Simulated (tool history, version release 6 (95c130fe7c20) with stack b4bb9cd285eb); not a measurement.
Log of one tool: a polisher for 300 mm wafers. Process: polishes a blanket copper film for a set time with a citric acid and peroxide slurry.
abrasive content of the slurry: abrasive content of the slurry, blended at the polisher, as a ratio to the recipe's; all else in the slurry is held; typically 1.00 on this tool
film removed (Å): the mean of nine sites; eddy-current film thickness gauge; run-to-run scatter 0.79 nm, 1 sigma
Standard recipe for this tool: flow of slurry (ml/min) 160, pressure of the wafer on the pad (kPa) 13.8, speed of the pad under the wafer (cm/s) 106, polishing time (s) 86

run	hour	flow of slurry (ml/min)	pressure of the wafer on the pad (kPa)	speed of the pad under the wafer (cm/s)	abrasive content of the slurry	polishing time (s)	incoming thickness of the incoming film, nm	film removed (Å)
1	0.0	145	13.8	106	1.00	86	1209.1	1182
2	186.7	145	13.8	106	1.00	86	1225.2	1197
# hour 192.2: slurry nozzle cleaned
3	262.4	160	13.8	106	1.00	86	1215.1	1219
4	323.2	160	13.8	106	1.00	86	1212.3	1197
# hour 363.4: slurry blender recalibrated
5	391.7	160	13.8	106	1.00	86	1230.0	1205
# hour 398.0: worn pad replaced by a new one
6	432.4	160	13.8	106	1.00	71	1219.6	998
7	529.2	160	13.8	106	1.00	86	1235.1	1202
8	610.0	160	13.8	106	1.00	86	1202.8	1201
9	651.8	160	13.8	106	1.00	86	1210.9	1213
10	738.8	160	13.8	106	1.00	86	1222.7	1224
11	797.4	160	13.8	106	1.00	86	1223.1	1206
# hour 802.9: head pressure recalibrated
# hour 835.1: slurry blender recalibrated
# hour 875.1: worn pad replaced by a new one
12	898.0	160	13.8	106	1.00	86	1223.1	1202
13	989.6	160	13.8	106	1.00	86	1206.7	1214
14	1063.7	160	13.8	106	1.00	86	1224.4	1199
# hour 1093.8: slurry nozzle cleaned
15	1119.3	160	16.5	84	1.00	86	1207.1	1153
16	1212.9	175	15.9	86	0.80	86	1207.6	1115
17	1306.3	190	13.8	120	1.10	67	1240.4	1095
# hour 1337.7: worn pad replaced by a new one
# hour 1348.8: slurry blender recalibrated
18	1409.7	160	13.8	106	0.85	86	1239.1	1169
19	1553.6	160	13.8	106	1.00	97	1205.3	1365
20	1592.4	160	13.8	106	0.70	86	1217.4	1136
# hour 1614.0: head pressure recalibrated
21	1630.8	160	13.8	106	1.00	86	1243.4	1204
22	1719.1	160	16.5	70	1.30	86	1206.4	1018
# hour 1747.1: worn pad replaced by a new one
23	1775.0	160	13.8	106	1.00	86	1243.0	1209
# hour 1777.4: slurry nozzle cleaned
24	1829.9	160	16.5	90	1.00	86	1199.7	1233
# hour 1844.6: slurry blender recalibrated
25	1869.7	160	13.8	106	1.00	86	1240.8	1210
26	1941.2	160	13.8	118	1.00	95	1203.4	1475
27	2022.4	160	13.8	140	1.25	86	1223.8	1661
28	2066.1	125	11.7	116	0.90	86	1208.6	1051
29	2156.3	160	13.8	106	1.00	86	1219.3	1198
# hour 2179.4: worn pad replaced by a new one
30	2198.4	160	13.8	142	1.10	86	1214.2	1637

Here are 3 independent what-if runs from the current tool condition. What would each one return?
A	2198.8	160	13.8	106	1.00	86	1222.7	?
B	2198.8	160	12.4	78	1.00	86	1222.7	?
C	2198.8	160	13.8	86	1.25	86	1222.7	?

run	film removed (Å)
A	1212
B	817
C	1036
What these runs would have given with no unlogged condition in the tool:
run	film removed (Å)
A	1212
B	817
C	1036
